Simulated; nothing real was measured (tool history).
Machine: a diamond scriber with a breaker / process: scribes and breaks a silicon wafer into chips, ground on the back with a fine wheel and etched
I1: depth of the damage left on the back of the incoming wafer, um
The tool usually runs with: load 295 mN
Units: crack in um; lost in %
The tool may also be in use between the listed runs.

run 1 hour=0 | load=333 | I1=0.45 | crack=8.6 lost=3.11
run 2 hour=34.9 | load=333 | I1=0.69 | crack=8.47 lost=3.27
run 3 hour=70 | load=295 | I1=0.7 | crack=8.07 lost=1.22
run 4 hour=249 | load=295 | I1=0.74 | crack=8.13 lost=1.22
run 5 hour=298.1 | load=295 | I1=0.37 | crack=8.19 lost=1.26
run 6 hour=358.1 | load=295 | I1=0.43 | crack=8.03 lost=1.23
run 7 hour=413.6 | load=295 | I1=0.69 | crack=8.15 lost=1.18
run 8 hour=453.5 | load=295 | I1=0.77 | crack=8.07 lost=1.2
run 9 hour=506.9 | load=295 | I1=0.75 | crack=7.88 lost=1.21
run 10 hour=546 | load=295 | I1=0.68 | crack=7.96 lost=1.26
run 11 hour=601 | load=295 | I1=0.62 | crack=8.27 lost=1.2
run 12 hour=656.8 | load=346 | I1=0.63 | crack=8.98 lost=4.46
run 13 hour=715.1 | load=322 | I1=0.71 | crack=8.5 lost=2.35
-- hour=738.3 diamond tip replaced by a new one
run 14 hour=768.6 | load=322 | I1=0.37 | crack=8.42 lost=2.29
run 15 hour=822 | load=295 | I1=0.58 | crack=7.81 lost=1.13
run 16 hour=867.4 | load=295 | I1=0.6 | crack=7.76 lost=1.21
run 17 hour=903.3 | load=227 | I1=0.63 | crack=6.81 lost=9.36
run 18 hour=929.3 | load=320 | I1=0.75 | crack=8.54 lost=2.03
run 19 hour=972.4 | load=234 | I1=0.48 | crack=6.96 lost=8.05
run 20 hour=1042.5 | load=265 | I1=0.46 | crack=7.4 lost=2.71
run 21 hour=1104.6 | load=208 | I1=0.4 | crack=6.36 lost=16.06
run 22 hour=1137.6 | load=295 | I1=0.45 | crack=7.9 lost=1.13
run 23 hour=1171.1 | load=328 | I1=0.8 | crack=8.5 lost=2.72
-- hour=1195.1 load on the tip recalibrated
run 24 hour=1237.7 | load=338 | I1=0.39 | crack=8.94 lost=3.74
run 25 hour=1273 | load=263 | I1=0.58 | crack=7.57 lost=2.96
run 26 hour=1301.2 | load=223 | I1=0.71 | crack=6.66 lost=11.44
run 27 hour=1328.6 | load=218 | I1=0.32 | crack=6.61 lost=12.56
run 28 hour=1364.1 | load=295 | I1=0.43 | crack=8.03 lost=1.21
run 29 hour=1402.6 | load=320 | I1=0.38 | crack=8.51 lost=2.2
run 30 hour=1470.6 | load=373 | I1=0.62 | crack=9.36 lost=8.64
run 31 hour=1516.3 | load=352 | I1=0.66 | crack=9 lost=5.06
run 32 hour=1570.1 | load=212 | I1=0.45 | crack=6.57 lost=14.28
run 33 hour=1619.4 | load=343 | I1=0.51 | crack=8.78 lost=4.21
run 34 hour=1671.2 | load=342 | I1=0.57 | crack=8.76 lost=3.95
run 35 hour=1720.1 | load=323 | I1=0.72 | crack=8.52 lost=2.27
run 36 hour=1750.7 | load=354 | I1=0.68 | crack=9.19 lost=5.34
run 37 hour=1819.3 | load=295 | I1=0.49 | crack=7.95 lost=1.17
run 38 hour=1883.4 | load=249 | I1=0.46 | crack=7.23 lost=4.7
-- hour=1897.3 diamond tip replaced by a new one
run 39 hour=1952.1 | load=322 | I1=0.34 | crack=8.44 lost=2.18
run 40 hour=1993.1 | load=382 | I1=0.35 | crack=9.4 lost=9.55
run 41 hour=2031.6 | load=330 | I1=0.32 | crack=8.67 lost=2.63

Branching from run 41: 5 alternative next runs. What would each branch give?
run A hour=2032.2 | load=295 | I1=0.57 | crack=? lost=?
run B hour=2032.2 | load=217 | I1=0.57 | crack=? lost=?
run C hour=2032.2 | load=256 | I1=0.57 | crack=? lost=?
run D hour=2032.2 | load=381 | I1=0.57 | crack=? lost=?
run E hour=2032.2 | load=210 | I1=0.57 | crack=? lost=?

run=A crack=7.93 lost=1.3
run=B crack=6.53 lost=13.93
run=C crack=7.25 lost=4.14
run=D crack=9.34 lost=10.42
run=E crack=6.4 lost=16.55
Stripped of hidden state, with their random variation kept, the same runs would have yielded:
run=A crack=7.93 lost=1.3
run=B crack=6.53 lost=13.93
run=C crack=7.25 lost=4.14
run=D crack=9.34 lost=10.42
run=E crack=6.4 lost=16.55
